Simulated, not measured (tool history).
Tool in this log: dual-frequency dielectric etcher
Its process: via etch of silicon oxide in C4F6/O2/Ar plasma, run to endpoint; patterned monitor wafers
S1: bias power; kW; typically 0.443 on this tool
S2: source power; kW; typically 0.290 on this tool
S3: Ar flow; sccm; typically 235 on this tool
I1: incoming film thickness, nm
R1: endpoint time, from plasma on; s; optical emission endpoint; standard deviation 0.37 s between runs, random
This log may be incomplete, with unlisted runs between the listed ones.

| run | hour | S1 | S2 | S3 | I1 | R1 |
|---|---|---|---|---|---|---|
| 1 | 0.0 | 0.443 | 0.290 | 257 | 197.8 | 51.1 |
| 2 | 9.6 | 0.443 | 0.290 | 235 | 199.5 | 51.5 |
| 3 | 19.2 | 0.443 | 0.290 | 235 | 201.0 | 51.8 |
| 4 | 27.8 | 0.443 | 0.290 | 235 | 201.2 | 52.0 |
| 5 | 52.9 | 0.443 | 0.290 | 235 | 201.0 | 52.3 |
|  | 63.8 | source power generator calibrated |
| 6 | 68.2 | 0.443 | 0.290 | 235 | 200.5 | 51.4 |
| 7 | 111.0 | 0.478 | 0.290 | 191 | 199.0 | 49.1 |
|  | 139.6 | upper electrode replaced |
| 8 | 140.1 | 0.478 | 0.290 | 191 | 199.0 | 50.0 |
| 9 | 140.4 | 0.443 | 0.250 | 235 | 199.0 | 56.8 |
| 10 | 150.5 | 0.356 | 0.290 | 235 | 198.0 | 54.4 |
|  | 158.4 | Ar flow controller replaced |
| 11 | 163.0 | 0.443 | 0.320 | 286 | 200.8 | 50.6 |
|  | 172.7 | bias power generator calibrated |
| 12 | 173.2 | 0.355 | 0.290 | 209 | 199.0 | 53.9 |
| 13 | 210.3 | 0.443 | 0.350 | 188 | 198.2 | 46.1 |
| 14 | 217.3 | 0.443 | 0.290 | 212 | 200.3 | 52.1 |
| 15 | 235.2 | 0.541 | 0.340 | 235 | 200.0 | 46.3 |
| 16 | 252.0 | 0.473 | 0.340 | 257 | 197.7 | 47.1 |
| 17 | 266.9 | 0.443 | 0.290 | 235 | 199.8 | 52.9 |
| 18 | 279.6 | 0.443 | 0.290 | 282 | 201.4 | 55.1 |
|  | 304.1 | wet clean of the chamber |
| 19 | 304.6 | 0.443 | 0.290 | 235 | 198.4 | 49.6 |
| 20 | 305.1 | 0.382 | 0.350 | 210 | 199.4 | 46.2 |
| 21 | 319.6 | 0.487 | 0.340 | 235 | 198.1 | 44.5 |
| 22 | 335.9 | 0.345 | 0.270 | 191 | 198.5 | 53.4 |
| 23 | 347.2 | 0.443 | 0.290 | 235 | 200.0 | 50.9 |
| 24 | 363.8 | 0.355 | 0.350 | 291 | 199.0 | 48.5 |
| 25 | 374.6 | 0.443 | 0.290 | 235 | 200.5 | 51.0 |
| 26 | 391.5 | 0.338 | 0.340 | 235 | 198.2 | 48.9 |
| 27 | 412.3 | 0.542 | 0.290 | 207 | 199.7 | 47.2 |
| 28 | 418.7 | 0.360 | 0.250 | 212 | 200.2 | 57.5 |
| 29 | 426.5 | 0.375 | 0.290 | 235 | 198.2 | 52.4 |

Table of differences, measured result less the result of that run with no hidden state. Run-to-run variation is the same in both. Gauge scatter possibly is not:
What the log doesn't record here: etch rate over this chamber's usual, %; bias power that arrives over what is set, %; source power that arrives over what is set, %; Ar flow that arrives over what is set, %.
| run | R1 |
|---|---|
| 1 | +1.4 |
| 2 | +1.5 |
| 3 | +1.5 |
| 4 | +1.6 |
| 5 | +1.7 |
| 6 | +1.7 |
| 7 | +1.8 |
| 8 | +2.0 |
| 9 | +2.4 |
| 10 | +2.3 |
| 11 | +2.2 |
| 12 | +2.4 |
| 13 | +2.3 |
| 14 | +2.5 |
| 15 | +2.3 |
| 16 | +2.4 |
| 17 | +2.9 |
| 18 | +3.1 |
| 19 | +0.2 |
| 20 | +0.2 |
| 21 | +0.3 |
| 22 | +0.4 |
| 23 | +0.4 |
| 24 | +0.5 |
| 25 | +0.6 |
| 26 | +0.6 |
| 27 | +0.7 |
| 28 | +0.8 |
| 29 | +0.9 |
